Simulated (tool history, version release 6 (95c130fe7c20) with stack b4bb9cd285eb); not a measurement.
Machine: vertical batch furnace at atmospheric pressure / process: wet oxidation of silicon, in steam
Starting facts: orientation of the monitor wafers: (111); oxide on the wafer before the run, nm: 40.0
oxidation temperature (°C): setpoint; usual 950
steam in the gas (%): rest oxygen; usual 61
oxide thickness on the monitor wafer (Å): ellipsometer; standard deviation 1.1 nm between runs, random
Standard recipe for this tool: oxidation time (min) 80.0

| run | hour | oxidation temperature (°C) | oxidation time (min) | steam in the gas (%) | wafers since the last listed run | hours since the last temperature calibration | hours since the steam generator was serviced | hours since the gauge calibration | read-back reference wafer on the same gauge, thickness | oxide thickness on the monitor wafer (Å) |
|---|---|---|---|---|---|---|---|---|---|---|
| 1 | 0.0 | 950 | 80.0 | 61 | 0 | 2434.4 | 2999.5 | 86.0 | 340.20 | 3058.2 |
| 2 | 74.5 | 950 | 80.0 | 61 | 583 | 2508.9 | 3074.0 | 160.5 | 339.78 | 3068.9 |
| 3 | 158.3 | 950 | 80.0 | 61 | 655 | 2592.7 | 3157.8 | 244.3 | 339.80 | 3064.1 |
| 4 | 250.1 | 950 | 80.0 | 61 | 718 | 2684.5 | 3249.6 | 336.1 | 339.78 | 3080.8 |
|  | 282.0 | steam generator serviced |
| 5 | 305.6 | 950 | 80.0 | 61 | 246 | 2740.0 | 23.6 | 391.6 | 339.39 | 3212.7 |
|  | 345.1 | thermocouples replaced and temperature profile calibrated |
| 6 | 378.4 | 950 | 80.0 | 61 | 381 | 33.3 | 96.4 | 464.4 | 340.41 | 3234.7 |
| 7 | 420.8 | 950 | 80.0 | 61 | 331 | 75.7 | 138.8 | 506.8 | 340.30 | 3221.1 |
| 8 | 475.5 | 938 | 53.0 | 64 | 428 | 130.4 | 193.5 | 561.5 | 339.56 | 2303.1 |
| 9 | 512.9 | 950 | 101.5 | 51 | 292 | 167.8 | 230.9 | 598.9 | 340.10 | 3313.4 |
| 10 | 579.2 | 950 | 93.5 | 56 | 518 | 234.1 | 297.2 | 665.2 | 340.04 | 3314.8 |
| 11 | 652.2 | 958 | 80.0 | 54 | 571 | 307.1 | 370.2 | 738.2 | 339.96 | 3124.5 |

For run 12, what comes out?
|  | 677.0 | gauge calibrated |
| 12 | 697.5 | 950 | 80.0 | 61 | 354 | 352.4 | 415.5 | 20.5 | ? | ? |

Run 12 produced read-back reference wafer on the same gauge, thickness 339.92, oxide thickness on the monitor wafer (Å) 3148.4.
The same run, on a tool lacking any hidden state, would have yielded oxide thickness on the monitor wafer (Å) 3227.8.
